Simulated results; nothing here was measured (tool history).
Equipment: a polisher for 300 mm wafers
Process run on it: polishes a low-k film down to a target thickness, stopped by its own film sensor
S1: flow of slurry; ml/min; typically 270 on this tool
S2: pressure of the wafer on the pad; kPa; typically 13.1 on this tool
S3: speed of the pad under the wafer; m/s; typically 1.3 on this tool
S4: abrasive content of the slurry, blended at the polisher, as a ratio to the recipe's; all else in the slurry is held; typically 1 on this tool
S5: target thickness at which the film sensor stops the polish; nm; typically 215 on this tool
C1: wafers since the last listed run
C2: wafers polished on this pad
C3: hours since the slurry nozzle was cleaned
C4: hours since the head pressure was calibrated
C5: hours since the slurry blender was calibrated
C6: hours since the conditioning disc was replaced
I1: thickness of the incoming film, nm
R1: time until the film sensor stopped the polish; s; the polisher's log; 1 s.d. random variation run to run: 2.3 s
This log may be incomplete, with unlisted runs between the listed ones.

Run 1, hour 0: usual settings; C1 0; C2 1248; C3 293.3; C4 586.3; C5 104.1; C6 366.4; I1 290.8. Result: R1 170.7 s.
Run 2, hour 31: usual settings; C1 272; C2 1520; C3 324.3; C4 617.3; C5 135.1; C6 397.4; I1 296.5. Result: R1 181.8 s.
At hour 42.8: worn pad replaced by a new one.
Run 3, hour 51.1: usual settings but S2 15.2 kPa, S4 0.8; C1 141; C2 72; C3 344.4; C4 637.4; C5 155.2; C6 417.5; I1 288.3. Result: R1 140.5 s.
Run 4, hour 86.1: usual settings; C1 307; C2 380; C3 379.4; C4 672.4; C5 190.2; C6 452.5; I1 287.7. Result: R1 158.7 s.
At hour 94.2: slurry nozzle cleaned.
Run 5, hour 119.1: usual settings but S5 204 nm; C1 281; C2 661; C3 24.9; C4 705.4; C5 223.2; C6 485.5; I1 290.8. Result: R1 188.5 s.
At hour 124.9: conditioning disc replaced and pad reconditioned.
Run 6, hour 149: usual settings but S5 204 nm; C1 245; C2 907; C3 54.8; C4 735.3; C5 253.1; C6 24.1; I1 286.9. Result: R1 190.3 s.
Run 7, hour 183.2: usual settings but S5 204 nm; C1 300; C2 1207; C3 89; C4 769.5; C5 287.3; C6 58.3; I1 290.1. Result: R1 198 s.
At hour 214.5: worn pad replaced by a new one.
Run 8, hour 217.8: usual settings; C1 269; C2 28; C3 123.6; C4 804.1; C5 321.9; C6 92.9; I1 290.3. Result: R1 164 s.
At hour 247: slurry blender recalibrated.
Run 9, hour 248.6: usual settings but S1 210 ml/min, S3 1.06 m/s, S4 1.3; C1 253; C2 282; C3 154.4; C4 834.9; C5 1.6; C6 123.7; I1 283.7. Result: R1 133.1 s.
Run 10, hour 272.7: usual settings but S1 240 ml/min, S2 11 kPa, S5 192 nm; C1 211; C2 494; C3 178.5; C4 859; C5 25.7; C6 147.8; I1 287.3. Result: R1 225.4 s.
Run 11, hour 286.2: usual settings but S1 180 ml/min; C1 118; C2 612; C3 192; C4 872.5; C5 39.2; C6 161.3; I1 287.5. Result: R1 155.1 s.
Run 12, hour 305: usual settings but S1 300 ml/min, S4 1.15; C1 165; C2 778; C3 210.8; C4 891.3; C5 58; C6 180.1; I1 292.3. Result: R1 149 s.
At hour 335: head pressure recalibrated.
Run 13, hour 336: usual settings but S1 195 ml/min; C1 255; C2 1033; C3 241.8; C4 1; C5 89; C6 211.1; I1 288.3. Result: R1 164.4 s.
Run 14, hour 359.8: usual settings but S5 192 nm; C1 209; C2 1242; C3 265.6; C4 24.8; C5 112.8; C6 234.9; I1 283.8. Result: R1 209.2 s.
Run 15, hour 390.3: usual settings but S1 330 ml/min; C1 268; C2 1510; C3 296.1; C4 55.3; C5 143.3; C6 265.4; I1 291.7. Result: R1 175.4 s.
At hour 416.1: worn pad replaced by a new one.
Run 16, hour 423.6: usual settings but S3 1.1 m/s, S5 230 nm; C1 257; C2 66; C3 329.4; C4 88.6; C5 176.6; C6 298.7; I1 292.1. Result: R1 132.8 s.
Run 17, hour 453.2: usual settings but S2 15.9 kPa, S3 0.86 m/s; C1 260; C2 326; C3 359; C4 118.2; C5 206.2; C6 328.3; I1 293.9. Result: R1 175.5 s.
Run 18, hour 481.8: usual settings but S2 15.9 kPa, S3 1.06 m/s; C1 251; C2 577; C3 387.6; C4 146.8; C5 234.8; C6 356.9; I1 287.3. Result: R1 147 s.
At hour 483: slurry nozzle cleaned.
At hour 521.4: slurry blender recalibrated.
Run 19, hour 584.7: usual settings but S1 335 ml/min; C1 878; C2 1456; C3 101.7; C4 249.7; C5 63.3; C6 459.8; I1 293.4. Result: R1 162.2 s.
At hour 589.3: worn pad replaced by a new one.
At hour 600.2: conditioning disc replaced and pad reconditioned.
Run 20, hour 605.2: usual settings but S2 8.3 kPa, S5 238 nm; C1 127; C2 122; C3 122.2; C4 270.2; C5 83.8; C6 5; I1 288.7. Result: R1 156.4 s.
Run 21, hour 624.8: usual settings; C1 172; C2 294; C3 141.8; C4 289.8; C5 103.4; C6 24.6; I1 288.3. Result: R1 144.1 s.
Run 22, hour 657: usual settings but S1 335 ml/min; C1 283; C2 577; C3 174; C4 322; C5 135.6; C6 56.8; I1 285.6. Result: R1 145 s.
Run 23, hour 673: usual settings but S2 10.3 kPa, S3 1.08 m/s, S4 0.8, S5 207 nm; C1 140; C2 718; C3 190; C4 338; C5 151.6; C6 72.8; I1 288.4. Result: R1 276.5 s.
Run 24, hour 689.8: usual settings but S1 325 ml/min, S2 10.3 kPa, S3 1.08 m/s; C1 147; C2 866; C3 206.8; C4 354.8; C5 168.4; C6 89.6; I1 288.6. Result: R1 236.3 s.
Run 25, hour 723.2: usual settings; C1 293; C2 1159; C3 240.2; C4 388.2; C5 201.8; C6 123; I1 284.4. Result: R1 160.7 s.

4 ways to go on from here, each from the tool as it stands after run 25. What would each give?
Run A, hour 723.7: usual settings; C1 4; C2 1164; C3 240.7; C4 388.7; C5 202.3; C6 123.5; I1 292.5. Result: R1 ?.
Run B, hour 723.7: usual settings but S2 15.9 kPa, S3 1.46 m/s, S4 0.9, S5 236 nm; C1 4; C2 1164; C3 240.7; C4 388.7; C5 202.3; C6 123.5; I1 292.5. Result: R1 ?.
Run C, hour 723.7: usual settings but S3 0.94 m/s, S4 1.15; C1 4; C2 1164; C3 240.7; C4 388.7; C5 202.3; C6 123.5; I1 292.5. Result: R1 ?.
Run D, hour 723.7: usual settings but S2 11.7 kPa, S3 1.16 m/s, S4 0.8, S5 204 nm; C1 4; C2 1164; C3 240.7; C4 388.7; C5 202.3; C6 123.5; I1 292.5. Result: R1 ?.

run     R1
  A    177
  B  104.8
  C  201.4
  D  276.4
With no hidden state in the tool, these same runs would have given:
run     R1
  A  129.1
  B   75.8
  C  148.5
  D  197.9

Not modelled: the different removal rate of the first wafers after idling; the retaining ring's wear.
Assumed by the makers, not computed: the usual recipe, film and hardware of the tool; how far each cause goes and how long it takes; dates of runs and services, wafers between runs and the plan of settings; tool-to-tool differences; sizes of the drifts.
